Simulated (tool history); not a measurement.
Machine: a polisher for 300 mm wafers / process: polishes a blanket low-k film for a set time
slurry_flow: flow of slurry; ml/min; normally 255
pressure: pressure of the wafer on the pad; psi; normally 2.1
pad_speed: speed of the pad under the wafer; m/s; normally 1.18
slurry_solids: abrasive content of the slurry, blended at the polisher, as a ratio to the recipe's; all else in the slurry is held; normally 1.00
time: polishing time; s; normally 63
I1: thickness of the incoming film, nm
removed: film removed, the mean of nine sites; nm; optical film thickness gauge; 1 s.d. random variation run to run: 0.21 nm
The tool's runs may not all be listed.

Run 1, day 0.000: usual settings; I1 442.3. Result: removed 32.6 nm.
Run 2, day 2.571: usual settings but slurry_solids 1.10, time 53 s; I1 444.3. Result: removed 28.6 nm.
Run 3, day 5.842: usual settings but slurry_solids 1.10, time 53 s; I1 457.5. Result: removed 28.8 nm.
At day 6.162: slurry blender recalibrated.
At day 6.988: conditioning disc replaced and pad reconditioned.
Run 4, day 9.479: usual settings but slurry_solids 1.10, time 53 s; I1 453.8. Result: removed 28.5 nm.
At day 10.675: head pressure recalibrated.
Run 5, day 13.358: usual settings; I1 445.0. Result: removed 32.9 nm.
At day 13.975: worn pad replaced by a new one.
Run 6, day 17.388: usual settings; I1 457.5. Result: removed 32.7 nm.
Run 7, day 19.542: usual settings; I1 448.2. Result: removed 32.5 nm.
Run 8, day 21.604: usual settings but slurry_solids 1.30; I1 453.5. Result: removed 36.6 nm.
At day 22.833: slurry nozzle cleaned.
At day 25.262: slurry blender recalibrated.
Run 9, day 25.771: usual settings; I1 454.4. Result: removed 33.1 nm.
At day 26.792: conditioning disc replaced and pad reconditioned.
Run 10, day 30.117: usual settings; I1 452.9. Result: removed 32.5 nm.
At day 35.871: worn pad replaced by a new one.
Run 11, day 41.096: usual settings but pressure 1.6 psi, pad_speed 1.04 m/s; I1 452.8. Result: removed 24.1 nm.
Run 12, day 44.338: usual settings; I1 448.8. Result: removed 32.7 nm.
At day 44.988: slurry blender recalibrated.
Run 13, day 46.729: usual settings but pressure 2.7 psi, slurry_solids 1.25; I1 449.4. Result: removed 45.1 nm.
At day 49.058: head pressure recalibrated.
At day 50.421: slurry nozzle cleaned.
At day 50.488: conditioning disc replaced and pad reconditioned.
Run 14, day 51.229: usual settings; I1 450.1. Result: removed 32.9 nm.
Run 15, day 54.575: usual settings but slurry_solids 0.90; I1 453.2. Result: removed 31.3 nm.
At day 57.112: worn pad replaced by a new one.
Run 16, day 57.142: usual settings but slurry_flow 335 ml/min, pressure 1.9 psi, pad_speed 1.02 m/s, slurry_solids 1.15; I1 441.7. Result: removed 29.3 nm.
Run 17, day 61.246: usual settings but slurry_solids 1.15; I1 444.2. Result: removed 34.9 nm.
Run 18, day 64.529: usual settings but pressure 2.3 psi, time 73 s; I1 452.0. Result: removed 41.2 nm.
At day 67.479: slurry blender recalibrated.
Run 19, day 68.292: usual settings but pressure 2.7 psi, slurry_solids 1.25; I1 448.4. Result: removed 45.1 nm.
Run 20, day 69.958: usual settings but slurry_flow 205 ml/min, pressure 2.8 psi, pad_speed 1.58 m/s, slurry_solids 1.20; I1 455.8. Result: removed 54.7 nm.
Run 21, day 72.404: usual settings; I1 451.7. Result: removed 32.5 nm.

Run 22, settings as shown, results not yet in. Your forecast:
At day 72.683: conditioning disc replaced and pad reconditioned.
Run 22, day 75.733: usual settings but pressure 1.7 psi, slurry_solids 0.85, time 50 s; I1 451.4. Result: removed ?.

Run 22 measured removed 20.2 nm.
On a tool with no hidden condition, and with the same random variation, this run would have come out at removed 20.2 nm.
